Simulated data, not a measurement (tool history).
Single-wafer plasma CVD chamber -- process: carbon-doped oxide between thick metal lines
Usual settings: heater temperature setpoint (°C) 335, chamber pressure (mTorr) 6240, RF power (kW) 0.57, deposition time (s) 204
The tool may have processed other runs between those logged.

run,hour,heater temperature setpoint (°C),chamber pressure (mTorr),RF power (kW),deposition time (s),wafers since the last listed run,hours since the last thermocouple change,hours since the last RF generator calibration,hours since the last manometer calibration,hours since the showerhead was replaced,hours since the gauge calibration,"read-back reference wafer on the same gauge, thickness_nm",mean film thickness on the monitor wafer (angstrom)
1,0,335,6240,0.57,204,0,1164,1160,693.6,2819.8,602.4,980.048,10525.8
2,43.5,335,6240,0.57,204,244,1207.5,1203.5,737.1,2863.3,645.9,981.669,10472.94
3,112,335,6240,0.57,204,385,1276,1272,805.6,2931.8,714.4,984.516,10551.67
4,161.1,335,6240,0.57,204,276,1325.1,1321.1,854.7,2980.9,763.5,986.548,10518.05
5,204.4,335,6240,0.57,204,243,1368.4,1364.4,898,3024.2,806.8,987.294,10421.5
6,233.8,335,6240,0.57,204,165,1397.8,1393.8,927.4,3053.6,836.2,986.633,10579.22
7,261,335,6240,0.57,204,153,1425,1421,954.6,3080.8,863.4,990.068,10537.02
8,313,335,6240,0.57,204,292,1477,1473,1006.6,3132.8,915.4,993.159,10606.25
9,340,329,6240,0.57,204,152,1504,1500,1033.6,3159.8,942.4,991.881,10703.2
# hour 351.7: capacitance manometer re-zeroed and calibrated
10,380.5,335,6240,0.57,204,183,1544.5,1540.5,28.8,3200.3,982.9,995.746,10589.81
# hour 418.7: RF generator calibrated
11,445.5,335,7380,0.57,193,320,1609.5,26.8,93.8,3265.3,1047.9,998.118,10183.2
12,485.5,335,7380,0.57,193,225,1649.5,66.8,133.8,3305.3,1087.9,999.118,10216.56
13,531.2,335,7380,0.57,193,257,1695.2,112.5,179.5,3351,1133.6,1001.196,10233.7
14,589.8,335,7570,0.57,179,330,1753.8,171.1,238.1,3409.6,1192.2,1005.269,9624.15
15,621.7,335,6830,0.645,185,179,1785.7,203,270,3441.5,1224.1,1005.82,10662.47
16,654.6,335,6240,0.57,204,185,1818.6,235.9,302.9,3474.4,1257,1009.266,10759.6
17,705.7,341,6240,0.57,204,287,1869.7,287,354,3525.5,1308.1,1012.137,10597.64
# hour 708: gauge calibrated
18,754.8,324,7650,0.605,182,276,1918.8,336.1,403.1,3574.6,46.8,968.686,10103.12
19,782.5,335,7200,0.61,172,155,1946.5,363.8,430.8,3602.3,74.5,972.097,9213.01
# hour 806.1: showerhead replaced
20,811.8,330,6240,0.61,176,119,1975.8,393.1,460.1,5.7,103.8,970.732,9553.26
# hour 836.6: thermocouple changed; heater temperature recalibrated
21,859.9,335,6240,0.57,204,225,23.3,441.2,508.2,53.8,151.9,971.671,10336.27
22,887.2,335,6240,0.57,204,153,50.6,468.5,535.5,81.1,179.2,972.448,10352.29
23,933.1,335,6240,0.475,204,258,96.5,514.4,581.4,127,225.1,970.084,9156.4
24,983,324,6240,0.57,204,281,146.4,564.3,631.3,176.9,275,974.215,10720.95
25,1036.8,335,5580,0.57,241,302,200.2,618.1,685.1,230.7,328.8,971.784,12102.34
26,1078.5,335,5250,0.57,204,234,241.9,659.8,726.8,272.4,370.5,972.582,10086.02
27,1102.7,342,4990,0.48,216,136,266.1,684,751,296.6,394.7,971.598,9274.9

Each row is a separate what-if for the run after 27, all from the same tool condition, not one after another. Results?
A,1103.2,335,6240,0.57,204,2,266.6,684.5,751.5,297.1,395.2,?,?
B,1103.2,325,7710,0.53,179,2,266.6,684.5,751.5,297.1,395.2,?,?
C,1103.2,335,5070,0.615,204,2,266.6,684.5,751.5,297.1,395.2,?,?

run,"read-back reference wafer on the same gauge, thickness_nm",mean film thickness on the monitor wafer (angstrom)
A,975.334,10435.9
B,975.334,9150.23
C,975.334,10612.41
Without the tool's unlogged condition, the same runs would have read:
run,mean film thickness on the monitor wafer (angstrom)
A,10395.06
B,9114.43
C,10570.88
